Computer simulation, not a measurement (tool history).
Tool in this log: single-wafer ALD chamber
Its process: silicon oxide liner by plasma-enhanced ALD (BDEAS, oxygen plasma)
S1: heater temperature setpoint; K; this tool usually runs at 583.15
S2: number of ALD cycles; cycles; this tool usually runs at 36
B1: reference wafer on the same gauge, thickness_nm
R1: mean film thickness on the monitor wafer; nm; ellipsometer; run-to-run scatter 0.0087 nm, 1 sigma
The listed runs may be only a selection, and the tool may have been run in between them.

run      day      S1  S2     B1     R1
  1        0  592.15  36  3.242  3.426
  2    3.392  592.15  36  3.236  3.427
  3    6.183  592.15  36   3.24  3.416
  4    9.362  576.15  36  3.237    3.5
  5   19.646  576.15  36  3.238  3.513
  6   21.588  583.15  36  3.241  3.492
  7   23.508  583.15  36  3.241   3.48
  8   25.517  583.15  36  3.242  3.482
  9   29.221  583.15  42  3.239  4.063
 10   31.212  583.15  42  3.243  4.043
 11   34.446  583.15  42  3.243   4.06
 12   38.233  583.15  36  3.242  3.468
 13   40.879  583.15  36  3.244  3.478
 14   43.512  583.15  36  3.241  3.476
 15   46.388  583.15  36  3.239  3.484
 16   50.754  583.15  36  3.245  3.499
 17   53.688  583.15  34  3.241  3.286
 18     55.8  583.15  36  3.244  3.473
 19   59.854  583.15  36  3.236  3.482
 20   61.958  583.15  36  3.238  3.491
 21   65.062  583.15  36  3.238  3.485
 22   67.596  583.15  36  3.236  3.506
 23   71.938  583.15  36  3.241  3.491
 24   74.917  574.15  39   3.24  3.885
 25   76.592  593.15  30  3.245  2.863
 26   78.671  583.15  36  3.239  3.499
 27   81.629  589.15  36  3.242   3.46
 28   83.371  583.15  36   3.24  3.506
 29   86.496  574.15  36  3.238  3.507
 30   88.492  579.15  34  3.239  3.305
 31   92.033  592.15  38  3.242  3.598
 32   94.904  583.15  36  3.238  3.478
 33   97.517  594.15  38  3.238   3.59
 34   99.121  583.15  36  3.242  3.466
 35  100.738  578.15  30  3.237  2.903
 36  104.925  583.15  32  3.239  3.079
 37    108.9  569.15  33  3.236  3.285
 38  111.012  571.15  39  3.241  3.849
 39  113.858  583.15  36  3.242  3.472
 40  116.308  576.15  33  3.236  3.209
 41  119.475  589.15  31  3.242  2.949
 42  121.754  568.15  39  3.239  3.917
 43  124.917  596.15  29  3.241  2.731
 44  126.583  587.15  29  3.235  2.776
 45  130.212  583.15  36  3.241  3.461
 46   132.05  583.15  36  3.245   3.48

Not shown: 2 entries that the log had between the listed runs. Between which runs, and how does the tool's hidden state differ before and after?
Run 28 -> run 29: thermocouple changed; heater temperature recalibrated (day 85.554)
  wafer temperature above the value expected at the setpoint (K): -6.89 -> 0.188
  measured minus no-state result, R1: +0.039 -> -0.003 nm
Run 34 -> run 35: gauge calibrated (day 100.604)
  wafer temperature above the value expected at the setpoint (K): 0.0861 -> 0.0604
  measured minus no-state result, R1: +0 -> +0 nm
